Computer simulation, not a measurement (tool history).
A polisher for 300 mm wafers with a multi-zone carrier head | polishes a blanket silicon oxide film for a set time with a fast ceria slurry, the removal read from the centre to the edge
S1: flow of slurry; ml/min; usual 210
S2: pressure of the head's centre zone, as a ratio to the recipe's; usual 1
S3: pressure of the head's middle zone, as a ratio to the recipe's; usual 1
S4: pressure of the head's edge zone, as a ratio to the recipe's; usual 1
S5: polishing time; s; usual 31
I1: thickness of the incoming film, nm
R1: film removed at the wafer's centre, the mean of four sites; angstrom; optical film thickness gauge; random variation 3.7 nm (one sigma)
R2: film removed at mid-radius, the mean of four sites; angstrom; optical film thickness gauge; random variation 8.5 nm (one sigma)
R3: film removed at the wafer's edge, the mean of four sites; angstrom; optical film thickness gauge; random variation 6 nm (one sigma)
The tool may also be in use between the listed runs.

Run 1, hour 0: usual settings but S5 24 s; I1 2419.2. Result: R1 4263 angstrom, R2 4363 angstrom, R3 4315 angstrom.
At hour 12.6: worn pad replaced by a new one.
Run 2, hour 13.1: usual settings; I1 2399.1. Result: R1 5837 angstrom, R2 5927 angstrom, R3 5797 angstrom.
Run 3, hour 17.9: usual settings; I1 2368.5. Result: R1 5762 angstrom, R2 5722 angstrom, R3 5833 angstrom.
Run 4, hour 28.8: usual settings; I1 2419.5. Result: R1 5736 angstrom, R2 5779 angstrom, R3 5822 angstrom.
Run 5, hour 40.6: usual settings; I1 2423.8. Result: R1 5654 angstrom, R2 5852 angstrom, R3 5718 angstrom.
Run 6, hour 50.3: usual settings; I1 2359.6. Result: R1 5640 angstrom, R2 5726 angstrom, R3 5639 angstrom.
At hour 60: carrier head's membrane replaced by a new one.
Run 7, hour 60.5: usual settings but S3 0.94; I1 2416.1. Result: R1 5584 angstrom, R2 5462 angstrom, R3 5751 angstrom.
At hour 76.2: slurry nozzle cleaned.
Run 8, hour 76.6: usual settings but S3 0.94; I1 2353. Result: R1 6291 angstrom, R2 6004 angstrom, R3 6175 angstrom.
Run 9, hour 94.5: usual settings; I1 2437.6. Result: R1 6255 angstrom, R2 6096 angstrom, R3 6097 angstrom.
At hour 107.1: worn pad replaced by a new one.
Run 10, hour 107.6: usual settings but S1 180 ml/min, S5 24 s; I1 2424.9. Result: R1 4814 angstrom, R2 4897 angstrom, R3 4790 angstrom.
Run 11, hour 120.2: usual settings but S1 280 ml/min, S5 21 s; I1 2385.3. Result: R1 4588 angstrom, R2 4508 angstrom, R3 4288 angstrom.
Run 12, hour 131.9: usual settings but S3 1.05, S5 24 s; I1 2361.6. Result: R1 4911 angstrom, R2 4990 angstrom, R3 4763 angstrom.
At hour 137.5: centre zone pressure recalibrated.
Run 13, hour 141.9: usual settings but S2 0.97, S3 0.92, S4 1.03, S5 25 s; I1 2425.1. Result: R1 4971 angstrom, R2 4797 angstrom, R3 4976 angstrom.
At hour 147.1: edge zone pressure recalibrated.
Run 14, hour 151: usual settings but S4 0.96; I1 2388.2. Result: R1 6313 angstrom, R2 6449 angstrom, R3 6048 angstrom.
Run 15, hour 164.5: usual settings but S3 1.05, S5 24 s; I1 2416.2. Result: R1 4811 angstrom, R2 4854 angstrom, R3 4639 angstrom.
Run 16, hour 181.4: usual settings; I1 2411.7. Result: R1 6119 angstrom, R2 6129 angstrom, R3 5970 angstrom.
Run 17, hour 193.5: usual settings but S2 0.9, S3 1.07, S5 34 s; I1 2437.5. Result: R1 6007 angstrom, R2 6783 angstrom, R3 6546 angstrom.

Forecast each of these 3 alternatives for the next run:
Run A, hour 193.9: usual settings but S5 28 s; I1 2395.3. Result: R1 ?, R2 ?, R3 ?.
Run B, hour 193.9: usual settings but S1 270 ml/min, S2 0.97, S3 0.96, S5 40 s; I1 2395.3. Result: R1 ?, R2 ?, R3 ?.
Run C, hour 193.9: usual settings but S1 180 ml/min, S2 1.11, S4 0.94, S5 20 s; I1 2395.3. Result: R1 ?, R2 ?, R3 ?.

run    R1    R2    R3
  A  5518  5338  5348
  B  8004  7762  7878
  C  4224  3692  3627
Without the tool's hidden state the same runs would have given:
run    R1    R2    R3
  A  6000  5779  5738
  B  8622  8337  8407
  C  4626  4022  3907

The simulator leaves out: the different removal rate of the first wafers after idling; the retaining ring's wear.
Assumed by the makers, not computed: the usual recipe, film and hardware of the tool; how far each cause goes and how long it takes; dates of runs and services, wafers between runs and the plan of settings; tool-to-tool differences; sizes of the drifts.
